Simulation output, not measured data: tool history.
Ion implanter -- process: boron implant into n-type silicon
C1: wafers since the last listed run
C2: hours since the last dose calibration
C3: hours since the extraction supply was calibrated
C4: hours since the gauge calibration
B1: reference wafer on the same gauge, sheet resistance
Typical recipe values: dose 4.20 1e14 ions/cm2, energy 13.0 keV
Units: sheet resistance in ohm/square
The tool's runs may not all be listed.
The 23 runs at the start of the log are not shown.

Run 24, hour 243.4: usual settings; C1 422; C2 1333.8; C3 117.4; C4 553.2; B1 278.92. Result: sheet resistance 267.73 ohm/square.
Run 25, hour 260.8: usual settings but dose 4.66 1e14 ions/cm2, energy 10.0 keV; C1 487; C2 1351.2; C3 134.8; C4 570.6; B1 278.90. Result: sheet resistance 251.88 ohm/square.
Run 26, hour 268.7: usual settings but dose 2.94 1e14 ions/cm2, energy 16.0 keV; C1 221; C2 1359.1; C3 142.7; C4 578.5; B1 279.09. Result: sheet resistance 351.35 ohm/square.
At hour 282.6: Faraday cup replaced and dose calibrated.
Run 27, hour 283.1: usual settings but dose 5.25 1e14 ions/cm2, energy 9.0 keV; C1 179; C2 0.5; C3 157.1; C4 592.9; B1 278.87. Result: sheet resistance 222.37 ohm/square.
Run 28, hour 304.0: usual settings; C1 585; C2 21.4; C3 178.0; C4 613.8; B1 279.25. Result: sheet resistance 258.79 ohm/square.
Run 29, hour 317.4: usual settings but dose 5.21 1e14 ions/cm2, energy 11.0 keV; C1 375; C2 34.8; C3 191.4; C4 627.2; B1 279.19. Result: sheet resistance 220.72 ohm/square.
Run 30, hour 323.7: usual settings but dose 5.16 1e14 ions/cm2, energy 16.0 keV; C1 176; C2 41.1; C3 197.7; C4 633.5; B1 278.83. Result: sheet resistance 215.64 ohm/square.
At hour 342.7: gauge calibrated.
Run 31, hour 362.7: usual settings; C1 1091; C2 80.1; C3 236.7; C4 20.0; B1 278.80. Result: sheet resistance 260.21 ohm/square.
Run 32, hour 380.3: usual settings but dose 4.91 1e14 ions/cm2, energy 16.5 keV; C1 492; C2 97.7; C3 254.3; C4 37.6; B1 279.11. Result: sheet resistance 225.13 ohm/square.
Run 33, hour 394.4: usual settings; C1 394; C2 111.8; C3 268.4; C4 51.7; B1 278.91. Result: sheet resistance 260.90 ohm/square.
Run 34, hour 403.1: usual settings but dose 4.69 1e14 ions/cm2, energy 11.0 keV; C1 243; C2 120.5; C3 277.1; C4 60.4; B1 278.74. Result: sheet resistance 243.21 ohm/square.
Run 35, hour 417.4: usual settings but energy 16.5 keV; C1 400; C2 134.8; C3 291.4; C4 74.7; B1 279.10. Result: sheet resistance 256.45 ohm/square.

The next listed run, before its measurement:
Run 36, hour 455.6: usual settings; C1 1069; C2 173.0; C3 329.6; C4 112.9; B1 ?. Result: sheet resistance ?.

B1: 278.87
sheet resistance: 262.91 ohm/square
If the tool had no hidden condition, the same run with the same run-to-run variation would have returned sheet resistance 257.27 ohm/square.

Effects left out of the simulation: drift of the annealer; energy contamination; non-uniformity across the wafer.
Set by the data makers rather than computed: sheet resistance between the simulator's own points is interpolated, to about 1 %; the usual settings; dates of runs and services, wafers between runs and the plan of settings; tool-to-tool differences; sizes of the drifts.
